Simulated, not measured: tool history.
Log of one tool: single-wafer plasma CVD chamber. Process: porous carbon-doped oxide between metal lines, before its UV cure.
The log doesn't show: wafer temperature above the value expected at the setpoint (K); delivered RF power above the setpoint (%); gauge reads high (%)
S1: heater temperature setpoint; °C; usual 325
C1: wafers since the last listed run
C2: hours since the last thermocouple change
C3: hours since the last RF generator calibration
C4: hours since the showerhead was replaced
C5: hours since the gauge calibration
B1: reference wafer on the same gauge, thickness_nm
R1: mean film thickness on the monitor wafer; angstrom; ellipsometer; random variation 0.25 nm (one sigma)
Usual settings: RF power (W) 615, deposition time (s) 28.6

{"run": 1, "hour": 0.0, "S1": 325, "RF power (W)": 615, "deposition time (s)": 28.6, "C1": 0, "C2": 2135.2, "C3": 2454.4, "C4": 5813.2, "C5": 308, "B1": 172.996, "R1": 1653.18}
{"run": 2, "hour": 13.7, "S1": 325, "RF power (W)": 615, "deposition time (s)": 28.6, "C1": 156, "C2": 2148.9, "C3": 2468.1, "C4": 5826.9, "C5": 321.7, "B1": 172.998, "R1": 1655.71}
{"run": 3, "hour": 46.3, "S1": 325, "RF power (W)": 615, "deposition time (s)": 28.6, "C1": 373, "C2": 2181.5, "C3": 2500.7, "C4": 5859.5, "C5": 354.3, "B1": 173.011, "R1": 1656.35}
{"run": 4, "hour": 82.0, "S1": 325, "RF power (W)": 615, "deposition time (s)": 28.6, "C1": 408, "C2": 2217.2, "C3": 2536.4, "C4": 5895.2, "C5": 390, "B1": 173.035, "R1": 1650.5}
{"run": 5, "hour": 110.6, "S1": 325, "RF power (W)": 615, "deposition time (s)": 28.6, "C1": 327, "C2": 2245.8, "C3": 2565, "C4": 5923.8, "C5": 418.6, "B1": 173.018, "R1": 1651.8}
{"hour": 192.5, "done": "gauge calibrated"}
{"hour": 210.7, "done": "thermocouple changed; heater temperature recalibrated"}
{"run": 6, "hour": 211.2, "S1": 325, "RF power (W)": 615, "deposition time (s)": 28.6, "C1": 1060, "C2": 0.5, "C3": 2665.6, "C4": 6024.4, "C5": 18.7, "B1": 172.991, "R1": 1624.02}
{"run": 7, "hour": 239.1, "S1": 325, "RF power (W)": 645, "deposition time (s)": 28.6, "C1": 319, "C2": 28.4, "C3": 2693.5, "C4": 6052.3, "C5": 46.6, "B1": 173.049, "R1": 1646.47}
{"run": 8, "hour": 267.5, "S1": 325, "RF power (W)": 645, "deposition time (s)": 28.6, "C1": 325, "C2": 56.8, "C3": 2721.9, "C4": 6080.7, "C5": 75, "B1": 172.99, "R1": 1644.74}
{"hour": 289.6, "done": "showerhead replaced"}
{"hour": 293.3, "done": "RF generator calibrated"}
{"run": 9, "hour": 293.8, "S1": 315, "RF power (W)": 555, "deposition time (s)": 25.7, "C1": 166, "C2": 83.1, "C3": 0.5, "C4": 4.2, "C5": 101.3, "B1": 172.974, "R1": 1480.33}
{"hour": 304.9, "done": "thermocouple changed; heater temperature recalibrated, repeated, since the last time left the tool worse"}
{"run": 10, "hour": 306.3, "S1": 331, "RF power (W)": 615, "deposition time (s)": 33.8, "C1": 51, "C2": 1.4, "C3": 13, "C4": 16.7, "C5": 113.8, "B1": 172.849, "R1": 1917.17}
{"run": 11, "hour": 340.6, "S1": 331, "RF power (W)": 550, "deposition time (s)": 22.9, "C1": 392, "C2": 35.7, "C3": 47.3, "C4": 51, "C5": 148.1, "B1": 173.022, "R1": 1263.48}
{"run": 12, "hour": 363.8, "S1": 325, "RF power (W)": 615, "deposition time (s)": 28.6, "C1": 265, "C2": 58.9, "C3": 70.5, "C4": 74.2, "C5": 171.3, "B1": 172.907, "R1": 1679.22}
{"run": 13, "hour": 410.3, "S1": 315, "RF power (W)": 615, "deposition time (s)": 31, "C1": 532, "C2": 105.4, "C3": 117, "C4": 120.7, "C5": 217.8, "B1": 172.977, "R1": 1921.84}
{"run": 14, "hour": 445.8, "S1": 325, "RF power (W)": 615, "deposition time (s)": 28.6, "C1": 406, "C2": 140.9, "C3": 152.5, "C4": 156.2, "C5": 253.3, "B1": 172.963, "R1": 1681.89}
{"run": 15, "hour": 465.5, "S1": 325, "RF power (W)": 555, "deposition time (s)": 31.7, "C1": 225, "C2": 160.6, "C3": 172.2, "C4": 175.9, "C5": 273, "B1": 173.142, "R1": 1792.53}
{"run": 16, "hour": 485.6, "S1": 313, "RF power (W)": 690, "deposition time (s)": 27.2, "C1": 230, "C2": 180.7, "C3": 192.3, "C4": 196, "C5": 293.1, "B1": 173.027, "R1": 1784.58}
{"run": 17, "hour": 508.3, "S1": 339, "RF power (W)": 550, "deposition time (s)": 28.6, "C1": 259, "C2": 203.4, "C3": 215, "C4": 218.7, "C5": 315.8, "B1": 173.04, "R1": 1498.02}

Forecast each of these 5 alternatives for the next run:
{"run": "A", "hour": 508.7, "S1": 334, "RF power (W)": 615, "deposition time (s)": 28.6, "C1": 4, "C2": 203.8, "C3": 215.4, "C4": 219.1, "C5": 316.2, "B1": "?", "R1": "?"}
{"run": "B", "hour": 508.7, "S1": 329, "RF power (W)": 615, "deposition time (s)": 25.3, "C1": 4, "C2": 203.8, "C3": 215.4, "C4": 219.1, "C5": 316.2, "B1": "?", "R1": "?"}
{"run": "C", "hour": 508.7, "S1": 325, "RF power (W)": 735, "deposition time (s)": 24.5, "C1": 4, "C2": 203.8, "C3": 215.4, "C4": 219.1, "C5": 316.2, "B1": "?", "R1": "?"}
{"run": "D", "hour": 508.7, "S1": 318, "RF power (W)": 525, "deposition time (s)": 31.4, "C1": 4, "C2": 203.8, "C3": 215.4, "C4": 219.1, "C5": 316.2, "B1": "?", "R1": "?"}
{"run": "E", "hour": 508.7, "S1": 336, "RF power (W)": 735, "deposition time (s)": 26.8, "C1": 4, "C2": 203.8, "C3": 215.4, "C4": 219.1, "C5": 316.2, "B1": "?", "R1": "?"}

run=A B1=173 R1=1601.75
run=B B1=173 R1=1459.52
run=C B1=173 R1=1545.28
run=D B1=173 R1=1811.51
run=E B1=173 R1=1590.76
Without the tool's hidden state the same runs would have given:
run=A R1=1609.98
run=B R1=1467.33
run=C R1=1553.95
run=D R1=1822.22
run=E R1=1598.87

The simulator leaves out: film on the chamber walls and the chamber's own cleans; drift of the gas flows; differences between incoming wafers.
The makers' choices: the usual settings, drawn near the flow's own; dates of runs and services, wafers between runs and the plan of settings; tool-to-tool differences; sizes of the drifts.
